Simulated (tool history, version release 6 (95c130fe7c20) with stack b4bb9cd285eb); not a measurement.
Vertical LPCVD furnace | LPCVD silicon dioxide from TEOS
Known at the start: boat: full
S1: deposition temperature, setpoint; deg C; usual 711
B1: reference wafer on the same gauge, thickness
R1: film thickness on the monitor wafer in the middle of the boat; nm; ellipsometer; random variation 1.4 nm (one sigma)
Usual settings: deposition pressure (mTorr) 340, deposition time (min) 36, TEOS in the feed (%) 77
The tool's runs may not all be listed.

{"run": 1, "hour": 0.0, "S1": 711, "deposition pressure (mTorr)": 380, "deposition time (min)": 36, "TEOS in the feed (%)": 77, "B1": 476.73, "R1": 447.25}
{"run": 2, "hour": 70.2, "S1": 711, "deposition pressure (mTorr)": 380, "deposition time (min)": 36, "TEOS in the feed (%)": 77, "B1": 476, "R1": 449.69}
{"run": 3, "hour": 123.7, "S1": 711, "deposition pressure (mTorr)": 340, "deposition time (min)": 36, "TEOS in the feed (%)": 77, "B1": 475.91, "R1": 422.27}
{"run": 4, "hour": 166.2, "S1": 711, "deposition pressure (mTorr)": 340, "deposition time (min)": 36, "TEOS in the feed (%)": 77, "B1": 475.84, "R1": 426.07}
{"run": 5, "hour": 194.5, "S1": 711, "deposition pressure (mTorr)": 340, "deposition time (min)": 42.5, "TEOS in the feed (%)": 77, "B1": 475.61, "R1": 503.25}
{"run": 6, "hour": 244.8, "S1": 711, "deposition pressure (mTorr)": 340, "deposition time (min)": 36, "TEOS in the feed (%)": 77, "B1": 475.6, "R1": 422.8}
{"run": 7, "hour": 298.1, "S1": 711, "deposition pressure (mTorr)": 340, "deposition time (min)": 36, "TEOS in the feed (%)": 77, "B1": 476.43, "R1": 426.91}
{"run": 8, "hour": 354.2, "S1": 711, "deposition pressure (mTorr)": 340, "deposition time (min)": 26.5, "TEOS in the feed (%)": 77, "B1": 476.08, "R1": 312.22}
{"hour": 386.8, "done": "TEOS flow controller replaced"}
{"run": 9, "hour": 409.3, "S1": 711, "deposition pressure (mTorr)": 340, "deposition time (min)": 36, "TEOS in the feed (%)": 77, "B1": 476.32, "R1": 426.41}
{"run": 10, "hour": 436.7, "S1": 711, "deposition pressure (mTorr)": 340, "deposition time (min)": 36, "TEOS in the feed (%)": 77, "B1": 475.9, "R1": 426.89}
{"run": 11, "hour": 462.1, "S1": 711, "deposition pressure (mTorr)": 340, "deposition time (min)": 36, "TEOS in the feed (%)": 77, "B1": 476.07, "R1": 428.22}
{"run": 12, "hour": 506.9, "S1": 711, "deposition pressure (mTorr)": 340, "deposition time (min)": 36, "TEOS in the feed (%)": 77, "B1": 475.91, "R1": 430.05}
{"hour": 532.9, "done": "gauge calibrated"}
{"run": 13, "hour": 574.0, "S1": 711, "deposition pressure (mTorr)": 340, "deposition time (min)": 36, "TEOS in the feed (%)": 77, "B1": 476.4, "R1": 429.65}
{"run": 14, "hour": 612.5, "S1": 711, "deposition pressure (mTorr)": 290, "deposition time (min)": 22.5, "TEOS in the feed (%)": 90, "B1": 475.68, "R1": 268.53}
{"run": 15, "hour": 674.9, "S1": 711, "deposition pressure (mTorr)": 305, "deposition time (min)": 22.5, "TEOS in the feed (%)": 77, "B1": 476.16, "R1": 253.55}
{"run": 16, "hour": 730.2, "S1": 711, "deposition pressure (mTorr)": 340, "deposition time (min)": 36, "TEOS in the feed (%)": 77, "B1": 476.23, "R1": 428.01}
{"run": 17, "hour": 763.2, "S1": 711, "deposition pressure (mTorr)": 285, "deposition time (min)": 36, "TEOS in the feed (%)": 77, "B1": 476, "R1": 391.38}
{"hour": 839.5, "done": "pressure gauge zeroed"}
{"run": 18, "hour": 840.0, "S1": 711, "deposition pressure (mTorr)": 340, "deposition time (min)": 36, "TEOS in the feed (%)": 77, "B1": 476.18, "R1": 426.07}
{"hour": 896.3, "done": "thermocouples replaced and temperature profile calibrated"}
{"run": 19, "hour": 896.8, "S1": 711, "deposition pressure (mTorr)": 340, "deposition time (min)": 36, "TEOS in the feed (%)": 77, "B1": 476.64, "R1": 408.98}
{"run": 20, "hour": 930.0, "S1": 715, "deposition pressure (mTorr)": 395, "deposition time (min)": 36, "TEOS in the feed (%)": 77, "B1": 475.54, "R1": 483.29}
{"run": 21, "hour": 964.5, "S1": 711, "deposition pressure (mTorr)": 415, "deposition time (min)": 36, "TEOS in the feed (%)": 77, "B1": 476.22, "R1": 454.79}
{"run": 22, "hour": 1030.5, "S1": 711, "deposition pressure (mTorr)": 340, "deposition time (min)": 36, "TEOS in the feed (%)": 72, "B1": 475.87, "R1": 400.21}
{"run": 23, "hour": 1086.3, "S1": 711, "deposition pressure (mTorr)": 340, "deposition time (min)": 36, "TEOS in the feed (%)": 88, "B1": 475.37, "R1": 446.6}
{"run": 24, "hour": 1129.5, "S1": 721, "deposition pressure (mTorr)": 340, "deposition time (min)": 36, "TEOS in the feed (%)": 77, "B1": 476.25, "R1": 519.13}
{"run": 25, "hour": 1155.4, "S1": 718, "deposition pressure (mTorr)": 425, "deposition time (min)": 28.5, "TEOS in the feed (%)": 67, "B1": 475.74, "R1": 405.68}
{"run": 26, "hour": 1199.0, "S1": 711, "deposition pressure (mTorr)": 340, "deposition time (min)": 41.5, "TEOS in the feed (%)": 77, "B1": 476.14, "R1": 486.67}

The same runs without the tool's hidden state, with the same run-to-run variation:
The hidden state here: true tube temperature minus thermocouple reading, K; true pressure minus gauge reading, mTorr; deviation of the TEOS flow from its setpoint, %; gauge reads high (%).
run=1 R1=424.98
run=2 R1=426.44
run=3 R1=399.9
run=4 R1=403.1
run=5 R1=475.83
run=6 R1=399.36
run=7 R1=402.85
run=8 R1=294.35
run=9 R1=401.67
run=10 R1=401.98
run=11 R1=403.09
run=12 R1=404.59
run=13 R1=403.92
run=14 R1=252.35
run=15 R1=238.13
run=16 R1=401.81
run=17 R1=367.33
run=18 R1=399.68
run=19 R1=403.47
run=20 R1=474.93
run=21 R1=445.12
run=22 R1=389.03
run=23 R1=431.89
run=24 R1=500.58
run=25 R1=390.32
run=26 R1=466.46
